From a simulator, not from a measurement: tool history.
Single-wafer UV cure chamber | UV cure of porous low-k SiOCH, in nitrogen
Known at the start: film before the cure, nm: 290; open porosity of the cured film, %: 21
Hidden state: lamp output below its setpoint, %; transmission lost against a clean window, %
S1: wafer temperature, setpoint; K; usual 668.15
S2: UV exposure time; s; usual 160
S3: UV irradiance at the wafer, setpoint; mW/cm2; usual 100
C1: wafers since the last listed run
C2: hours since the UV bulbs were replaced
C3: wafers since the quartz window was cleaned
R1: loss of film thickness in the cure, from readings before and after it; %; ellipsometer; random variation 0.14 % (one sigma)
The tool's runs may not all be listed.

| run | day | S1 | S2 | S3 | C1 | C2 | C3 | R1 |
|---|---|---|---|---|---|---|---|---|
| 1 | 0 | 657.15 | 160 | 121 | 0 | 1834 | 259 | 8.938 |
| 2 | 2.858 | 657.15 | 160 | 121 | 665 | 1902.6 | 925 | 8.877 |
| 3 | 5.104 | 668.15 | 160 | 100 | 523 | 1956.5 | 1448 | 8.447 |
|  | 6.729 | quartz window cleaned |
| 4 | 7.929 | 668.15 | 160 | 100 | 580 | 2024.3 | 279 | 8.482 |
| 5 | 9.492 | 668.15 | 160 | 100 | 364 | 2061.8 | 643 | 8.373 |
| 6 | 11.842 | 679.15 | 160 | 100 | 547 | 2118.2 | 1190 | 8.664 |
|  | 14.988 | quartz window cleaned |
| 7 | 15.008 | 679.15 | 160 | 100 | 660 | 2194.2 | 5 | 8.426 |
|  | 21.838 | quartz window cleaned |
| 8 | 23.642 | 668.15 | 160 | 100 | 1933 | 2401.4 | 420 | 8.297 |
| 9 | 24.679 | 679.15 | 110 | 136 | 241 | 2426.3 | 661 | 8.225 |
| 10 | 26.546 | 668.15 | 160 | 100 | 434 | 2471.1 | 1096 | 8.178 |
|  | 27.367 | UV bulbs replaced |
|  | 28.771 | quartz window cleaned |
| 11 | 28.792 | 668.15 | 160 | 100 | 367 | 34.2 | 5 | 9.828 |
| 12 | 30.788 | 668.15 | 160 | 63 | 464 | 82.1 | 470 | 7.859 |
| 13 | 31.967 | 688.15 | 245 | 84 | 274 | 110.4 | 744 | 11.225 |
| 14 | 33.283 | 650.15 | 160 | 63 | 306 | 142 | 1051 | 7.595 |

Forecast run 15:
|  | 35.704 | quartz window cleaned |
| 15 | 35.725 | 685.15 | 160 | 100 | 491 | 200.6 | 4 | ? |

Run 15 gave R1 9.8 %.
Without the tool's hidden state the same run would have given R1 10.625 %.
